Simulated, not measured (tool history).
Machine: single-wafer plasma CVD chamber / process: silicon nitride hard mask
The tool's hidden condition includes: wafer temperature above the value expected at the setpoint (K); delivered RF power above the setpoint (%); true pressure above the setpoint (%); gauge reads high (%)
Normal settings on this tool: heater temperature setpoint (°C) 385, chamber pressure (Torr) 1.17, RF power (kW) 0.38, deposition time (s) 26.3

run,hour,heater temperature setpoint (°C),chamber pressure (Torr),RF power (kW),deposition time (s),wafers since the last listed run,hours since the last thermocouple change,hours since the last RF generator calibration,hours since the last manometer calibration,hours since the showerhead was replaced,hours since the gauge calibration,"read-back reference wafer on the same gauge, thickness_nm",mean film thickness on the monitor wafer (angstrom)
1,0,385,1.17,0.38,26.3,0,1405,2040.9,1949.9,6503.5,295.8,30.178,284.83
2,27.7,395,1.17,0.38,26.3,679,1432.7,2068.6,1977.6,6531.2,323.5,30.183,281.92
3,50.2,395,1.17,0.38,26.3,551,1455.2,2091.1,2000.1,6553.7,346,30.207,282.19
4,69.5,395,1.17,0.38,26.3,473,1474.5,2110.4,2019.4,6573,365.3,30.225,283.62
5,96.6,385,1.25,0.38,26.3,664,1501.6,2137.5,2046.5,6600.1,392.4,30.256,294.18
6,119.1,385,1.25,0.38,26.3,551,1524.1,2160,2069,6622.6,414.9,30.255,294.83
7,148.9,385,1.25,0.38,26.3,730,1553.9,2189.8,2098.8,6652.4,444.7,30.277,294.53
8,178.8,385,1.17,0.35,26.3,733,1583.8,2219.7,2128.7,6682.3,474.6,30.297,276.36
9,209.7,385,1.17,0.35,26.3,757,1614.7,2250.6,2159.6,6713.2,505.5,30.29,276.2
10,239,385,1.17,0.38,26.3,718,1644,2279.9,2188.9,6742.5,534.8,30.319,283.9
11,257.5,385,1.17,0.38,26.3,453,1662.5,2298.4,2207.4,6761,553.3,30.317,285.09
12,270.1,385,1.17,0.38,26.3,308,1675.1,2311,2220,6773.6,565.9,30.334,284.25
# hour 287.3: capacitance manometer re-zeroed and calibrated
13,288.9,385,1.17,0.38,26.3,264,1693.9,2329.8,1.6,6792.4,584.7,30.331,284.78
14,304.8,395,1.01,0.415,26.3,389,1709.8,2345.7,17.5,6808.3,600.6,30.321,267.88
15,337.4,377,1.17,0.38,28.8,799,1742.4,2378.3,50.1,6840.9,633.2,30.36,314.04
# hour 366.5: thermocouple changed; heater temperature recalibrated
16,367,385,1.46,0.38,26.3,529,0.5,2407.9,79.7,6870.5,662.8,30.347,316.99
# hour 379.5: RF generator calibrated
17,380,375,1.17,0.405,26.3,122,13.5,0.5,92.7,6883.5,675.8,30.339,294.51
18,391,385,1.17,0.38,26.3,269,24.5,11.5,103.7,6894.5,686.8,30.343,286.16
19,414.5,385,1.17,0.425,24.5,576,48,35,127.2,6918,710.3,30.34,277.57
# hour 424.1: showerhead replaced
# hour 429.2: gauge calibrated
20,431.6,385,1.42,0.32,26.3,223,65.1,52.1,144.3,7.5,2.4,29.56,285.91
21,447.9,385,1.17,0.38,26.3,399,81.4,68.4,160.6,23.8,18.7,29.622,278.91
22,482.6,385,1.17,0.38,26.3,850,116.1,103.1,195.3,58.5,53.4,29.743,280.09
23,514.9,385,1.17,0.35,26.3,791,148.4,135.4,227.6,90.8,85.7,29.826,271.64
24,550,385,1.04,0.41,26.3,860,183.5,170.5,262.7,125.9,120.8,29.941,270.21
25,603.5,385,1.17,0.38,26.3,1311,237,224,316.2,179.4,174.3,30.011,283.08
26,625.4,377,0.92,0.32,26.3,536,258.9,245.9,338.1,201.3,196.2,30.02,227.81
27,658.3,395,1.01,0.415,26.3,806,291.8,278.8,371,234.2,229.1,30.093,265.81

Consider 4 possible next runs. They are alternatives, not a sequence: every one starts from the tool as it was left by run 27. What does each give?
A,658.7,385,1.17,0.38,26.3,9,292.2,279.2,371.4,234.6,229.5,?,?
B,658.7,385,0.99,0.38,28.8,9,292.2,279.2,371.4,234.6,229.5,?,?
C,658.7,385,1.17,0.36,26.3,9,292.2,279.2,371.4,234.6,229.5,?,?
D,658.7,391,1,0.355,30.6,9,292.2,279.2,371.4,234.6,229.5,?,?

run,"read-back reference wafer on the same gauge, thickness_nm",mean film thickness on the monitor wafer (angstrom)
A,30.103,284.28
B,30.103,280.71
C,30.103,278.45
D,30.103,291.84
With no hidden state in the tool, these same runs would have given:
run,mean film thickness on the monitor wafer (angstrom)
A,278.66
B,275.17
C,272.96
D,286.08
